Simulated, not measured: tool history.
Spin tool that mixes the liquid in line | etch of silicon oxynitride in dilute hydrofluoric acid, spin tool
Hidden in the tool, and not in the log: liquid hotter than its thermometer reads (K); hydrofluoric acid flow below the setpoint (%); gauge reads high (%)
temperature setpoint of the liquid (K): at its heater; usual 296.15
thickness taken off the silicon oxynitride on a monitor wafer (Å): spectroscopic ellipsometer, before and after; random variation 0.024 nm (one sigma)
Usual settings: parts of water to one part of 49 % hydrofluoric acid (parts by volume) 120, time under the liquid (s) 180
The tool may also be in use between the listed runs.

| run | hour | temperature setpoint of the liquid (K) | parts of water to one part of 49 % hydrofluoric acid (parts by volume) | time under the liquid (s) | wafers since the last listed run | hours since the thermometer was replaced | hours since the hydrofluoric acid flow meter was replaced | hours since the gauge calibration | read-back film thickness of the silicon oxynitride reference wafer, read on the same gauge (nm) | thickness taken off the silicon oxynitride on a monitor wafer (Å) |
|---|---|---|---|---|---|---|---|---|---|---|
| 1 | 0.0 | 296.15 | 120 | 180 | 0 | 2419.6 | 846.1 | 1176.4 | 130.008 | 32.82 |
|  | 38.2 | gauge calibrated |
| 2 | 54.0 | 296.15 | 120 | 180 | 244 | 2473.6 | 900.1 | 15.8 | 129.999 | 32.91 |
| 3 | 107.2 | 296.15 | 120 | 180 | 241 | 2526.8 | 953.3 | 69.0 | 129.989 | 32.86 |
| 4 | 190.3 | 296.15 | 120 | 180 | 376 | 2609.9 | 1036.4 | 152.1 | 130.001 | 32.53 |
| 5 | 277.6 | 296.15 | 120 | 180 | 395 | 2697.2 | 1123.7 | 239.4 | 129.983 | 32.24 |
|  | 297.6 | hydrofluoric acid flow meter replaced |
| 6 | 323.9 | 296.15 | 120 | 180 | 205 | 2743.5 | 26.3 | 285.7 | 130.019 | 34.55 |
| 7 | 368.5 | 296.15 | 120 | 260 | 202 | 2788.1 | 70.9 | 330.3 | 130.000 | 49.96 |
| 8 | 469.9 | 296.15 | 120 | 260 | 459 | 2889.5 | 172.3 | 431.7 | 129.983 | 49.79 |
| 9 | 656.5 | 296.15 | 120 | 260 | 845 | 3076.1 | 358.9 | 618.3 | 129.987 | 48.56 |
| 10 | 718.0 | 296.15 | 120 | 180 | 278 | 3137.6 | 420.4 | 679.8 | 130.004 | 34.14 |
|  | 754.2 | thermometer replaced |
| 11 | 779.5 | 296.15 | 120 | 180 | 274 | 25.3 | 481.9 | 741.3 | 130.006 | 33.25 |
| 12 | 824.1 | 296.15 | 120 | 180 | 202 | 69.9 | 526.5 | 785.9 | 129.992 | 33.60 |
| 13 | 897.2 | 296.15 | 120 | 125 | 331 | 143.0 | 599.6 | 859.0 | 129.969 | 23.39 |
| 14 | 977.8 | 296.15 | 120 | 125 | 365 | 223.6 | 680.2 | 939.6 | 129.999 | 22.95 |
| 15 | 1079.5 | 296.15 | 120 | 125 | 460 | 325.3 | 781.9 | 1041.3 | 129.985 | 22.78 |
| 16 | 1185.7 | 296.15 | 120 | 180 | 481 | 431.5 | 888.1 | 1147.5 | 130.013 | 32.90 |
| 17 | 1253.0 | 301.15 | 70 | 95 | 305 | 498.8 | 955.4 | 1214.8 | 129.996 | 39.27 |
| 18 | 1311.7 | 294.65 | 95 | 85 | 266 | 557.5 | 1014.1 | 1273.5 | 130.029 | 18.30 |
| 19 | 1388.6 | 296.15 | 150 | 240 | 348 | 634.4 | 1091.0 | 1350.4 | 129.999 | 33.80 |
| 20 | 1435.8 | 296.15 | 120 | 150 | 213 | 681.6 | 1138.2 | 1397.6 | 130.016 | 27.10 |
|  | 1447.6 | gauge calibrated |
| 21 | 1480.6 | 301.15 | 120 | 180 | 203 | 726.4 | 1183.0 | 33.0 | 129.973 | 40.88 |
| 22 | 1569.6 | 296.15 | 140 | 120 | 403 | 815.4 | 1272.0 | 122.0 | 130.009 | 18.07 |
|  | 1602.6 | hydrofluoric acid flow meter replaced |
| 23 | 1644.0 | 293.65 | 170 | 105 | 332 | 889.8 | 41.4 | 196.4 | 130.025 | 12.07 |
| 24 | 1739.3 | 293.15 | 120 | 180 | 431 | 985.1 | 136.7 | 291.7 | 129.988 | 29.25 |
| 25 | 1818.3 | 296.15 | 120 | 180 | 358 | 1064.1 | 215.7 | 370.7 | 130.012 | 34.18 |
| 26 | 1869.5 | 296.15 | 120 | 180 | 232 | 1115.3 | 266.9 | 421.9 | 129.979 | 34.48 |
| 27 | 1971.2 | 296.15 | 140 | 270 | 460 | 1217.0 | 368.6 | 523.6 | 130.011 | 42.71 |
| 28 | 2048.9 | 296.15 | 105 | 180 | 352 | 1294.7 | 446.3 | 601.3 | 129.991 | 38.87 |
| 29 | 2127.5 | 294.15 | 170 | 125 | 356 | 1373.3 | 524.9 | 679.9 | 130.008 | 14.37 |
| 30 | 2189.9 | 296.15 | 120 | 180 | 282 | 1435.7 | 587.3 | 742.3 | 130.030 | 32.99 |

How the hidden state differs across the entries between the runs, from the last listed run before each to the first after it:
Between runs 1 and 2: gauge calibrated (hour 38.2)
  hydrofluoric acid flow below the setpoint (%): 4.53 -> 4.79
  measured less the result without the state, thickness taken off the silicon oxynitride on a monitor wafer (Å): -1.71 -> -1.82
Between runs 5 and 6: hydrofluoric acid flow meter replaced (hour 297.6)
  hydrofluoric acid flow below the setpoint (%): 5.86 -> 0.492
  measured less the result without the state, thickness taken off the silicon oxynitride on a monitor wafer (Å): -2.20 -> -0.18
Between runs 10 and 11: thermometer replaced (hour 754.2)
  hydrofluoric acid flow below the setpoint (%): 2.38 -> 2.68
  measured less the result without the state, thickness taken off the silicon oxynitride on a monitor wafer (Å): -0.92 -> -1.01
Between runs 20 and 21: gauge calibrated (hour 1447.6)
  hydrofluoric acid flow below the setpoint (%): 5.82 -> 6.03
  measured less the result without the state, thickness taken off the silicon oxynitride on a monitor wafer (Å): -1.84 -> -2.94
Between runs 22 and 23: hydrofluoric acid flow meter replaced (hour 1602.6)
  hydrofluoric acid flow below the setpoint (%): 6.46 -> 0.779
  measured less the result without the state, thickness taken off the silicon oxynitride on a monitor wafer (Å): -1.39 -> -0.10
